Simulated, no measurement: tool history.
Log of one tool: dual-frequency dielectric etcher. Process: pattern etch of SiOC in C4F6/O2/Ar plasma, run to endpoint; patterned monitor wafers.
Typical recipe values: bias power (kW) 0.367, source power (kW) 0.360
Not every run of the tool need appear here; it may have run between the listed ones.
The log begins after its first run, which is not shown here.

run   hour  bias power (kW)  source power (kW)  incoming incoming film thickness, nm  endpoint time (s)
  2   35.7            0.385              0.420                                 32.33               12.3
  3   63.0            0.385              0.420                                 32.48               12.3
  4   87.6            0.367              0.360                                 32.21               13.0
  5  138.7            0.367              0.360                                 32.27               13.4
  6  153.6            0.367              0.360                                 32.64               13.4
  7  184.5            0.367              0.360                                 32.29               13.3
  8  203.6            0.367              0.360                                 32.54               13.4
  9  227.8            0.367              0.420                                 32.37               12.7
 10  260.3            0.367              0.420                                 32.48               12.6
 11  284.3            0.439              0.360                                 32.69               12.6
 12  315.3            0.439              0.360                                 32.30               12.6
 13  333.3            0.367              0.400                                 32.31               12.9
     389.0  -- bias power generator calibrated
 14  402.1            0.314              0.360                                 32.41               14.2
 15  435.7            0.397              0.300                                 32.34               14.2
 16  471.3            0.367              0.290                                 32.70               14.9
 17  501.5            0.340              0.420                                 32.61               13.2
     541.7  -- wet clean of the chamber
     543.7  -- source power generator calibrated
 18  544.2            0.322              0.360                                 32.71               13.9
 19  572.8            0.445              0.280                                 32.39               13.5
 20  600.0            0.318              0.290                                 32.39               15.1
     642.8  -- upper electrode replaced
 21  643.3            0.367              0.360                                 32.03               13.0
 22  652.2            0.367              0.280                                 32.62               14.8

Run 23 comes next. What will it give?
 23  749.1            0.320              0.320                                 32.31                  ?

endpoint time (s): 14.6
With the hidden condition absent and the run-to-run variation left alone, this run would have shown endpoint time (s) 14.4.
